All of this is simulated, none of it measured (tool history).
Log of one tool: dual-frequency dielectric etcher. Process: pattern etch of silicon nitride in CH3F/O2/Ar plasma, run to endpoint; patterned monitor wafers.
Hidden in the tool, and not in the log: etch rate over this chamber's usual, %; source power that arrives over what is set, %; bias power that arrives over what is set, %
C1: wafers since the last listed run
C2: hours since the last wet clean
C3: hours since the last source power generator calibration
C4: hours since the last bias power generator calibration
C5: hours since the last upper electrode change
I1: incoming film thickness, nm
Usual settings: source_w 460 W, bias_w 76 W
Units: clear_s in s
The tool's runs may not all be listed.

{"run": 1, "hour": 0.0, "source_w": 540, "bias_w": 88, "C1": 0, "C2": 90.8, "C3": 2114.6, "C4": 3187.8, "C5": 3501.7, "I1": 24.18, "clear_s": 28.6}
{"run": 2, "hour": 57.8, "source_w": 460, "bias_w": 85, "C1": 483, "C2": 148.6, "C3": 2172.4, "C4": 3245.6, "C5": 3559.5, "I1": 24.08, "clear_s": 30.5}
{"run": 3, "hour": 110.4, "source_w": 460, "bias_w": 76, "C1": 439, "C2": 201.2, "C3": 2225.0, "C4": 3298.2, "C5": 3612.1, "I1": 24.37, "clear_s": 31.8}
{"run": 4, "hour": 157.8, "source_w": 460, "bias_w": 76, "C1": 396, "C2": 248.6, "C3": 2272.4, "C4": 3345.6, "C5": 3659.5, "I1": 24.06, "clear_s": 31.7}
{"run": 5, "hour": 203.5, "source_w": 460, "bias_w": 72, "C1": 382, "C2": 294.3, "C3": 2318.1, "C4": 3391.3, "C5": 3705.2, "I1": 24.07, "clear_s": 31.4}
{"run": 6, "hour": 227.8, "source_w": 460, "bias_w": 72, "C1": 203, "C2": 318.6, "C3": 2342.4, "C4": 3415.6, "C5": 3729.5, "I1": 24.05, "clear_s": 31.6}
{"hour": 296.7, "done": "upper electrode replaced, of another model than before"}
{"run": 7, "hour": 345.2, "source_w": 460, "bias_w": 72, "C1": 781, "C2": 436.0, "C3": 2459.8, "C4": 3533.0, "C5": 48.5, "I1": 23.9, "clear_s": 31.1}
{"run": 8, "hour": 397.0, "source_w": 390, "bias_w": 72, "C1": 433, "C2": 487.8, "C3": 2511.6, "C4": 3584.8, "C5": 100.3, "I1": 24.12, "clear_s": 32.1}
{"hour": 454.8, "done": "bias power generator calibrated"}
{"run": 9, "hour": 463.3, "source_w": 460, "bias_w": 76, "C1": 521, "C2": 554.1, "C3": 2577.9, "C4": 8.5, "C5": 166.6, "I1": 24.03, "clear_s": 30.4}
{"run": 10, "hour": 534.7, "source_w": 460, "bias_w": 76, "C1": 597, "C2": 625.5, "C3": 2649.3, "C4": 79.9, "C5": 238.0, "I1": 24.1, "clear_s": 30.6}
{"run": 11, "hour": 582.0, "source_w": 420, "bias_w": 76, "C1": 395, "C2": 672.8, "C3": 2696.6, "C4": 127.2, "C5": 285.3, "I1": 24.18, "clear_s": 31.3}
{"hour": 634.8, "done": "wet clean of the chamber"}
{"run": 12, "hour": 635.3, "source_w": 460, "bias_w": 76, "C1": 245, "C2": 0.5, "C3": 2749.9, "C4": 180.5, "C5": 338.6, "I1": 24.18, "clear_s": 32.2}
{"run": 13, "hour": 650.9, "source_w": 530, "bias_w": 88, "C1": 130, "C2": 16.1, "C3": 2765.5, "C4": 196.1, "C5": 354.2, "I1": 24.12, "clear_s": 29.7}
{"run": 14, "hour": 678.5, "source_w": 460, "bias_w": 76, "C1": 230, "C2": 43.7, "C3": 2793.1, "C4": 223.7, "C5": 381.8, "I1": 24.27, "clear_s": 32.2}
{"run": 15, "hour": 747.1, "source_w": 350, "bias_w": 62, "C1": 573, "C2": 112.3, "C3": 2861.7, "C4": 292.3, "C5": 450.4, "I1": 24.23, "clear_s": 34.7}
{"run": 16, "hour": 791.5, "source_w": 430, "bias_w": 93, "C1": 371, "C2": 156.7, "C3": 2906.1, "C4": 336.7, "C5": 494.8, "I1": 24.19, "clear_s": 30.7}
{"run": 17, "hour": 846.1, "source_w": 420, "bias_w": 85, "C1": 456, "C2": 211.3, "C3": 2960.7, "C4": 391.3, "C5": 549.4, "I1": 24.48, "clear_s": 31.6}
{"run": 18, "hour": 886.8, "source_w": 530, "bias_w": 76, "C1": 340, "C2": 252.0, "C3": 3001.4, "C4": 432.0, "C5": 590.1, "I1": 24.06, "clear_s": 29.6}
{"run": 19, "hour": 955.5, "source_w": 460, "bias_w": 68, "C1": 574, "C2": 320.7, "C3": 3070.1, "C4": 500.7, "C5": 658.8, "I1": 24.05, "clear_s": 31.3}
{"hour": 1024.2, "done": "source power generator calibrated"}
{"run": 20, "hour": 1116.8, "source_w": 420, "bias_w": 67, "C1": 1315, "C2": 482.0, "C3": 92.6, "C4": 662.0, "C5": 820.1, "I1": 24.24, "clear_s": 32.2}
{"run": 21, "hour": 1167.9, "source_w": 540, "bias_w": 65, "C1": 427, "C2": 533.1, "C3": 143.7, "C4": 713.1, "C5": 871.2, "I1": 24.21, "clear_s": 30.0}
{"run": 22, "hour": 1202.8, "source_w": 420, "bias_w": 89, "C1": 291, "C2": 568.0, "C3": 178.6, "C4": 748.0, "C5": 906.1, "I1": 24.25, "clear_s": 29.9}
{"hour": 1255.5, "done": "wet clean of the chamber"}
{"run": 23, "hour": 1272.7, "source_w": 460, "bias_w": 76, "C1": 383, "C2": 17.2, "C3": 248.5, "C4": 817.9, "C5": 976.0, "I1": 24.06, "clear_s": 31.7}
{"run": 24, "hour": 1307.7, "source_w": 460, "bias_w": 76, "C1": 292, "C2": 52.2, "C3": 283.5, "C4": 852.9, "C5": 1011.0, "I1": 24.13, "clear_s": 31.4}
{"run": 25, "hour": 1412.8, "source_w": 380, "bias_w": 84, "C1": 879, "C2": 157.3, "C3": 388.6, "C4": 958.0, "C5": 1116.1, "I1": 24.27, "clear_s": 32.0}
{"run": 26, "hour": 1444.9, "source_w": 460, "bias_w": 76, "C1": 268, "C2": 189.4, "C3": 420.7, "C4": 990.1, "C5": 1148.2, "I1": 24.06, "clear_s": 30.7}

The next listed run, before its measurement:
{"run": 27, "hour": 1487.3, "source_w": 500, "bias_w": 58, "C1": 354, "C2": 231.8, "C3": 463.1, "C4": 1032.5, "C5": 1190.6, "I1": 24.27, "clear_s": "?"}

clear_s: 32.8 s
Without the tool's hidden state the same run would have given clear_s 33.5 s.
